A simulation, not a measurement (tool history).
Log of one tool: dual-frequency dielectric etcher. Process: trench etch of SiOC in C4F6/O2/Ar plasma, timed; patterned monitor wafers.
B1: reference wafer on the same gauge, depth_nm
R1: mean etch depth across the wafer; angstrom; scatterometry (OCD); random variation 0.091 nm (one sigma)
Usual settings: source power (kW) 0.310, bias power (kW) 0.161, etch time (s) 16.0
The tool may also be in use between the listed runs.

{"run": 1, "day": 0.0, "source power (kW)": 0.31, "bias power (kW)": 0.161, "etch time (s)": 16.0, "B1": 36.09, "R1": 320.9}
{"run": 2, "day": 0.746, "source power (kW)": 0.31, "bias power (kW)": 0.161, "etch time (s)": 16.0, "B1": 36.1, "R1": 320.2}
{"run": 3, "day": 1.079, "source power (kW)": 0.31, "bias power (kW)": 0.161, "etch time (s)": 16.0, "B1": 36.12, "R1": 322.7}
{"run": 4, "day": 1.408, "source power (kW)": 0.31, "bias power (kW)": 0.161, "etch time (s)": 16.0, "B1": 36.1, "R1": 320.5}
{"run": 5, "day": 1.712, "source power (kW)": 0.31, "bias power (kW)": 0.161, "etch time (s)": 16.0, "B1": 36.09, "R1": 322.2}
{"day": 2.408, "done": "bias power generator calibrated"}
{"day": 2.904, "done": "upper electrode replaced"}
{"run": 6, "day": 2.925, "source power (kW)": 0.31, "bias power (kW)": 0.161, "etch time (s)": 16.0, "B1": 36.11, "R1": 321.3}
{"run": 7, "day": 2.942, "source power (kW)": 0.31, "bias power (kW)": 0.161, "etch time (s)": 16.0, "B1": 36.11, "R1": 322.5}
{"run": 8, "day": 3.067, "source power (kW)": 0.31, "bias power (kW)": 0.161, "etch time (s)": 16.0, "B1": 36.1, "R1": 324.5}
{"run": 9, "day": 3.533, "source power (kW)": 0.27, "bias power (kW)": 0.127, "etch time (s)": 14.5, "B1": 36.08, "R1": 247.8}
{"day": 3.867, "done": "source power generator calibrated"}
{"run": 10, "day": 4.154, "source power (kW)": 0.26, "bias power (kW)": 0.137, "etch time (s)": 20.0, "B1": 36.1, "R1": 351.7}
{"day": 4.346, "done": "gauge calibrated"}
{"day": 5.679, "done": "wet clean of the chamber"}
{"run": 11, "day": 5.7, "source power (kW)": 0.31, "bias power (kW)": 0.179, "etch time (s)": 16.0, "B1": 36.08, "R1": 325.8}
{"run": 12, "day": 5.712, "source power (kW)": 0.38, "bias power (kW)": 0.161, "etch time (s)": 16.0, "B1": 36.09, "R1": 330.9}
{"run": 13, "day": 5.729, "source power (kW)": 0.29, "bias power (kW)": 0.186, "etch time (s)": 12.0, "B1": 36.09, "R1": 244.5}
{"run": 14, "day": 6.217, "source power (kW)": 0.37, "bias power (kW)": 0.2, "etch time (s)": 11.0, "B1": 36.09, "R1": 252.4}
{"run": 15, "day": 6.612, "source power (kW)": 0.31, "bias power (kW)": 0.161, "etch time (s)": 16.0, "B1": 36.09, "R1": 311.3}
{"run": 16, "day": 7.271, "source power (kW)": 0.27, "bias power (kW)": 0.185, "etch time (s)": 16.0, "B1": 36.11, "R1": 318.7}

The tool's hidden state at each run:
source power that arrives over what is set, %: 0 in every run
bias power that arrives over what is set, %: 0 in every run
gauge reads high (%): 0 in every run
H1: etch rate over this chamber's usual, %
run=1 H1=4.1
run=2 H1=4.26
run=3 H1=4.33
run=4 H1=4.39
run=5 H1=4.46
run=6 H1=4.71
run=7 H1=4.71
run=8 H1=4.74
run=9 H1=4.84
run=10 H1=4.97
run=11 H1=0.258
run=12 H1=0.261
run=13 H1=0.264
run=14 H1=0.366
run=15 H1=0.448
run=16 H1=0.585

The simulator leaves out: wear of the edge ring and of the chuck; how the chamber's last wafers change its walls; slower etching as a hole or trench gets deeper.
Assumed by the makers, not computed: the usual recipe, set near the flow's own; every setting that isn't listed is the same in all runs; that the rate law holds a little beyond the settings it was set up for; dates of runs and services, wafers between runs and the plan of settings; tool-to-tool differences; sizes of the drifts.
